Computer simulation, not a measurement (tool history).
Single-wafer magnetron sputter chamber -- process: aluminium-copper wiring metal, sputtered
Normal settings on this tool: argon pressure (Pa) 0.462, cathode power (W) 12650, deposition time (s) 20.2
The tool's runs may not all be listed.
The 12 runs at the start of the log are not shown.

run,day,argon pressure (Pa),cathode power (W),deposition time (s),"read-back reference wafer on the same gauge, thickness_nm",mean film thickness on the monitor wafer (nm)
13,6.317,0.618,12650,20.2,487.826,391.973
14,6.583,0.385,9800,21.9,487.787,385.329
# day 7.333: magnet pack replaced
15,7.354,0.462,12650,20.2,489.068,431.405
16,7.804,0.334,10200,18.7,488.113,349.108
# day 7.958: gauge calibrated
17,8.238,0.407,12650,20.2,488.098,443.653
18,8.821,0.462,12650,20.2,487.629,429.898
19,9.346,0.462,12650,17.5,487.252,370.626
20,10.029,0.462,12650,20.2,487.603,425.95
21,10.529,0.462,14200,19,487.558,448.313
# day 11.25: sputter target and shields replaced
22,11.271,0.462,12650,23.9,488.331,514.687
23,11.912,0.462,12650,20.2,488.223,435.516
# day 12.408: capacitance manometer re-zeroed and calibrated
24,12.429,0.313,12650,19.1,488.084,450.829
25,12.604,0.462,12650,17.5,487.929,372.565
26,13.283,0.462,12650,20.2,487.672,432.76
27,13.696,0.462,15650,20.2,488.217,529.209
28,14.346,0.462,12650,20.2,488.556,428.271
29,15.05,0.462,12650,20.2,488.354,427.179
30,15.579,0.462,14400,23.8,488.147,569.136
# day 16.188: sputter target and shields replaced
31,16.246,0.462,15400,24.1,487.864,636.645
32,16.85,0.284,12650,17.2,487.757,415.232
33,17.283,0.532,15000,22.8,487.869,552.768
34,17.662,0.536,15400,16.4,488.58,407.736
35,18.121,0.411,15650,20.2,487.622,552.581

3 options for the next run, each taken on its own from the tool as it stands now. Forecast them:
A,18.138,0.462,12650,20.2,?,?
B,18.138,0.538,14800,18.8,?,?
C,18.138,0.344,9750,20.2,?,?

run,"read-back reference wafer on the same gauge, thickness_nm",mean film thickness on the monitor wafer (nm)
A,487.99,430.097
B,487.99,446.06
C,487.99,358.212
Without the tool's hidden state the same runs would have given:
run,mean film thickness on the monitor wafer (nm)
A,433.928
B,450.033
C,361.403
